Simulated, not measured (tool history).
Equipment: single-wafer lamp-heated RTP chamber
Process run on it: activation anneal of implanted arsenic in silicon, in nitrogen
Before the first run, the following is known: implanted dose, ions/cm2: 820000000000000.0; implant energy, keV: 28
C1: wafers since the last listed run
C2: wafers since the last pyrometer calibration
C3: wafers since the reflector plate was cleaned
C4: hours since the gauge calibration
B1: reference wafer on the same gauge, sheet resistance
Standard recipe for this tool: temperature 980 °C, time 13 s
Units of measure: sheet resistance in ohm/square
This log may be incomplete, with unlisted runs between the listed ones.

run 1 day=0 | temperature=980 time=16 | C1=0 C2=171 C3=3597 C4=685.9 | B1=148.98 | sheet_resistance=140.73
run 2 day=1.617 | temperature=980 time=13 | C1=750 C2=921 C3=4347 C4=724.7 | B1=149.04 | sheet_resistance=141.91
run 3 day=3.554 | temperature=980 time=13 | C1=899 C2=1820 C3=5246 C4=771.2 | B1=148.99 | sheet_resistance=141.25
run 4 day=7.104 | temperature=980 time=13 | C1=1647 C2=3468 C3=6894 C4=856.4 | B1=149 | sheet_resistance=140.39
run 5 day=9.971 | temperature=990 time=13 | C1=1330 C2=4798 C3=8224 C4=925.2 | B1=148.9 | sheet_resistance=138.41
-- day=11.025 reflector plate cleaned
run 6 day=11.792 | temperature=980 time=13 | C1=690 C2=5489 C3=354 C4=968.9 | B1=148.96 | sheet_resistance=140.96
-- day=13.158 pyrometer window cleaned and pyrometer calibrated
run 7 day=14.896 | temperature=980 time=13 | C1=1285 C2=805 C3=1640 C4=1043.4 | B1=148.99 | sheet_resistance=142.26
run 8 day=18.15 | temperature=959 time=13 | C1=1510 C2=2315 C3=3151 C4=1121.5 | B1=149.08 | sheet_resistance=144.85
run 9 day=19.725 | temperature=959 time=13 | C1=730 C2=3046 C3=3882 C4=1159.3 | B1=149.02 | sheet_resistance=144.99
run 10 day=24.179 | temperature=959 time=13 | C1=2067 C2=5114 C3=5949 C4=1266.2 | B1=149.05 | sheet_resistance=143.59
-- day=26.829 gauge calibrated
-- day=26.992 pyrometer window cleaned and pyrometer calibrated
run 11 day=28.533 | temperature=980 time=13 | C1=1866 C2=715 C3=7815 C4=40.9 | B1=148.93 | sheet_resistance=140.75
-- day=30.825 reflector plate cleaned
run 12 day=30.846 | temperature=969 time=11 | C1=918 C2=1634 C3=9 C4=96.4 | B1=149 | sheet_resistance=144.72
run 13 day=33.083 | temperature=962 time=13 | C1=1038 C2=2672 C3=1047 C4=150.1 | B1=149 | sheet_resistance=144.5
run 14 day=35.538 | temperature=1005 time=18 | C1=1138 C2=3811 C3=2186 C4=209 | B1=148.93 | sheet_resistance=136.47
run 15 day=38.6 | temperature=997 time=10 | C1=1421 C2=5233 C3=3607 C4=282.5 | B1=149.07 | sheet_resistance=139.33
-- day=42.629 pyrometer window cleaned and pyrometer calibrated
run 16 day=48.017 | temperature=1004 time=19 | C1=4215 C2=2500 C3=7823 C4=508.5 | B1=149.07 | sheet_resistance=135.19
run 17 day=51.029 | temperature=980 time=13 | C1=1398 C2=3898 C3=9221 C4=580.8 | B1=148.98 | sheet_resistance=140.68
-- day=51.654 reflector plate cleaned
-- day=56.854 pyrometer window cleaned and pyrometer calibrated
run 18 day=58.396 | temperature=955 time=9 | C1=3109 C2=714 C3=2973 C4=757.6 | B1=148.99 | sheet_resistance=149.63
run 19 day=62.575 | temperature=980 time=20 | C1=1939 C2=2654 C3=4913 C4=857.9 | B1=148.94 | sheet_resistance=137.78
run 20 day=66.075 | temperature=1007 time=17 | C1=1624 C2=4278 C3=6537 C4=941.9 | B1=149.04 | sheet_resistance=135.58
run 21 day=68.271 | temperature=1009 time=6 | C1=1019 C2=5297 C3=7556 C4=994.6 | B1=148.96 | sheet_resistance=139.98
-- day=69.933 pyrometer window cleaned and pyrometer calibrated
run 22 day=71.912 | temperature=980 time=13 | C1=1535 C2=917 C3=9091 C4=1082 | B1=148.98 | sheet_resistance=140.7

What the log doesn't show, run by run:
gauge reads high (%): 0 at every run
H1: true wafer temperature minus pyrometer reading, K
H2: wafer temperature error from the tarnished reflector plate, K
run=1 H1=1.2 H2=3.94
run=2 H1=4.55 H2=4.54
run=3 H1=7.32 H2=5.27
run=4 H1=10.2 H2=6.59
run=5 H1=11.4 H2=7.66
run=6 H1=11.9 H2=0.659
run=7 H1=4.58 H2=1.82
run=8 H1=8.91 H2=3.03
run=9 H1=10.2 H2=3.62
run=10 H1=12.1 H2=5.28
run=11 H1=4.5 H2=6.91
run=12 H1=8.01 H2=1.04
run=13 H1=10.1 H2=1.87
run=14 H1=11.5 H2=2.79
run=15 H1=12.5 H2=3.93
run=16 H1=8.71 H2=7.45
run=17 H1=10.6 H2=8.57
run=18 H1=4.5 H2=2.92
run=19 H1=9.82 H2=4.47
run=20 H1=11.8 H2=5.78
run=21 H1=12.5 H2=6.6
run=22 H1=6.31 H2=7.96
